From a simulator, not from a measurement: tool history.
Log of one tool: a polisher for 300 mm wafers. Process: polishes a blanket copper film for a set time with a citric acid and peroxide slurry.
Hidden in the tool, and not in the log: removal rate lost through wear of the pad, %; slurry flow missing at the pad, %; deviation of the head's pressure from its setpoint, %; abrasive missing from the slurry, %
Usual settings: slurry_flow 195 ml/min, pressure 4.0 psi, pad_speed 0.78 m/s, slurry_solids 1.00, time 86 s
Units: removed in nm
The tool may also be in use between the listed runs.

run	hour	slurry_flow	pressure	pad_speed	slurry_solids	time	wafers since the last listed run	wafers polished on this pad	hours since the slurry nozzle was cleaned	hours since the head pressure was calibrated	hours since the slurry blender was calibrated	incoming thickness of the incoming film, nm	removed
1	0.0	195	4.0	0.78	1.00	86	0	2402	99.9	249.5	436.0	1255.1	206.6
# hour 46.9: slurry blender recalibrated
2	91.4	195	5.0	0.78	1.00	86	501	2903	191.3	340.9	44.5	1256.0	246.9
# hour 120.5: worn pad replaced by a new one
3	138.3	195	5.0	0.78	1.00	86	240	99	238.2	387.8	91.4	1241.6	236.6
4	197.1	195	3.4	0.78	1.00	86	329	429	297.0	446.6	150.2	1241.9	174.2
5	310.6	195	3.4	0.78	1.00	86	636	1065	410.5	560.1	263.7	1253.7	170.8
6	404.9	195	3.4	0.78	1.00	86	528	1594	504.8	654.4	358.0	1266.9	171.2
# hour 410.1: slurry nozzle cleaned
# hour 461.1: head pressure recalibrated
7	462.6	195	4.0	0.78	1.05	86	306	1900	52.5	1.5	415.7	1273.8	209.3
# hour 527.7: slurry blender recalibrated
8	537.4	195	4.0	0.78	1.05	86	408	2308	127.3	76.3	9.7	1250.6	207.3
# hour 598.1: worn pad replaced by a new one
9	638.7	195	3.3	0.78	1.00	86	545	227	228.6	177.6	111.0	1256.8	177.9
10	771.4	195	3.3	0.78	1.00	86	743	971	361.3	310.3	243.7	1266.8	173.8
11	845.0	195	4.0	0.78	1.00	86	412	1383	434.9	383.9	317.3	1251.2	196.7
# hour 863.7: slurry nozzle cleaned
12	933.2	195	4.0	0.78	1.00	86	488	1872	69.5	472.1	405.5	1233.2	191.7
13	1012.0	245	4.0	0.78	1.00	86	441	2314	148.3	550.9	484.3	1231.4	196.1
# hour 1074.2: worn pad replaced by a new one
# hour 1109.1: slurry blender recalibrated
14	1114.2	195	3.5	0.58	1.15	109	539	213	250.5	653.1	5.1	1239.2	167.0
# hour 1194.0: head pressure recalibrated
15	1213.0	195	4.8	0.78	1.00	86	542	755	349.3	19.0	103.9	1247.6	243.3
16	1263.1	195	4.0	0.78	1.00	86	280	1036	399.4	69.1	154.0	1252.1	210.0
# hour 1316.6: slurry nozzle cleaned
17	1330.5	195	4.0	0.78	1.00	75	372	1408	13.9	136.5	221.4	1248.1	184.4
18	1406.8	195	4.0	0.78	1.00	86	427	1836	90.2	212.8	297.7	1247.1	201.3
19	1446.2	150	4.0	0.78	0.90	86	220	2057	129.6	252.2	337.1	1230.5	191.4
20	1551.7	130	4.0	0.94	0.75	86	591	2648	235.1	357.7	442.6	1261.1	213.5
21	1608.3	195	5.3	0.78	1.00	86	317	2965	291.7	414.3	499.2	1258.2	249.3
# hour 1663.3: worn pad replaced by a new one
22	1694.2	195	4.0	0.88	1.25	72	459	173	377.6	500.2	585.1	1268.0	199.8
# hour 1697.9: slurry blender recalibrated
23	1758.2	195	4.8	0.78	1.10	86	347	520	441.6	564.2	60.3	1230.1	230.8
24	1798.4	230	4.0	0.78	1.00	86	225	745	481.8	604.4	100.5	1253.6	195.9
# hour 1823.7: slurry nozzle cleaned
25	1838.0	195	3.6	0.78	1.00	108	216	962	14.3	644.0	140.1	1254.5	225.6
26	1917.4	195	4.0	0.78	1.00	86	445	1407	93.7	723.4	219.5	1259.5	190.5
27	1985.9	175	4.0	1.02	0.70	86	383	1791	162.2	791.9	288.0	1251.9	218.9
# hour 2035.3: head pressure recalibrated
28	2083.4	195	4.6	0.86	1.00	65	535	2326	259.7	48.1	385.5	1248.0	189.4
# hour 2140.3: worn pad replaced by a new one
29	2141.7	195	2.8	0.78	0.70	97	304	7	318.0	106.4	443.8	1250.1	165.8
# hour 2174.9: slurry blender recalibrated
30	2188.4	195	4.0	0.78	1.00	86	250	258	364.7	153.1	13.5	1256.5	206.8
31	2287.4	260	4.0	0.78	1.25	110	554	813	463.7	252.1	112.5	1256.6	283.7

Hidden state at the last listed run before each entry between runs and at the first one after, where it differs:
Between runs 1 and 2: slurry blender recalibrated (hour 46.9)
  deviation of the head's pressure from its setpoint, %: -3.01 -> -4.45
  measured less the result without the state, removed: -5.1 -> -9.1 nm
Between runs 2 and 3: worn pad replaced by a new one (hour 120.5)
  deviation of the head's pressure from its setpoint, %: -4.45 -> -5.19
  measured less the result without the state, removed: -9.1 -> -10.2 nm
Between runs 6 and 7: slurry nozzle cleaned (hour 410.1); head pressure recalibrated (hour 461.1)
  deviation of the head's pressure from its setpoint, %: -9.4 -> -1.05
  measured less the result without the state, removed: -13.8 -> -1.8 nm
Between runs 7 and 8: slurry blender recalibrated (hour 527.7)
  deviation of the head's pressure from its setpoint, %: -1.05 -> -2.23
  measured less the result without the state, removed: -1.8 -> -3.8 nm
Between runs 8 and 9: worn pad replaced by a new one (hour 598.1)
  deviation of the head's pressure from its setpoint, %: -2.23 -> -3.83
  measured less the result without the state, removed: -3.8 -> -5.6 nm
Between runs 11 and 12: slurry nozzle cleaned (hour 863.7)
  deviation of the head's pressure from its setpoint, %: -7.08 -> -8.47
  measured less the result without the state, removed: -11.7 -> -13.9 nm
Between runs 13 and 14: worn pad replaced by a new one (hour 1074.2); slurry blender recalibrated (hour 1109.1)
  deviation of the head's pressure from its setpoint, %: -9.72 -> -11.3
  measured less the result without the state, removed: -16.5 -> -16.3 nm
Between runs 14 and 15: head pressure recalibrated (hour 1194.0)
  deviation of the head's pressure from its setpoint, %: -11.3 -> 0.506
  measured less the result without the state, removed: -16.3 -> +0.9 nm
Between runs 16 and 17: slurry nozzle cleaned (hour 1316.6)
  deviation of the head's pressure from its setpoint, %: -0.284 -> -1.35
  measured less the result without the state, removed: -0.5 -> -2.0 nm
Between runs 21 and 22: worn pad replaced by a new one (hour 1663.3)
  deviation of the head's pressure from its setpoint, %: -5.73 -> -7.09
  measured less the result without the state, removed: -12.0 -> -11.9 nm
Between runs 22 and 23: slurry blender recalibrated (hour 1697.9)
  deviation of the head's pressure from its setpoint, %: -7.09 -> -8.1
  measured less the result without the state, removed: -11.9 -> -16.0 nm
Between runs 24 and 25: slurry nozzle cleaned (hour 1823.7)
  deviation of the head's pressure from its setpoint, %: -8.73 -> -9.36
  measured less the result without the state, removed: -14.6 -> -18.1 nm
Between runs 27 and 28: head pressure recalibrated (hour 2035.3)
  deviation of the head's pressure from its setpoint, %: -11.7 -> -0.099
  measured less the result without the state, removed: -22.6 -> -0.1 nm
Between runs 28 and 29: worn pad replaced by a new one (hour 2140.3)
  deviation of the head's pressure from its setpoint, %: -0.099 -> -1.02
  measured less the result without the state, removed: -0.1 -> -1.4 nm
Between runs 29 and 30: slurry blender recalibrated (hour 2174.9)
  deviation of the head's pressure from its setpoint, %: -1.02 -> -1.76
  measured less the result without the state, removed: -1.4 -> -2.9 nm
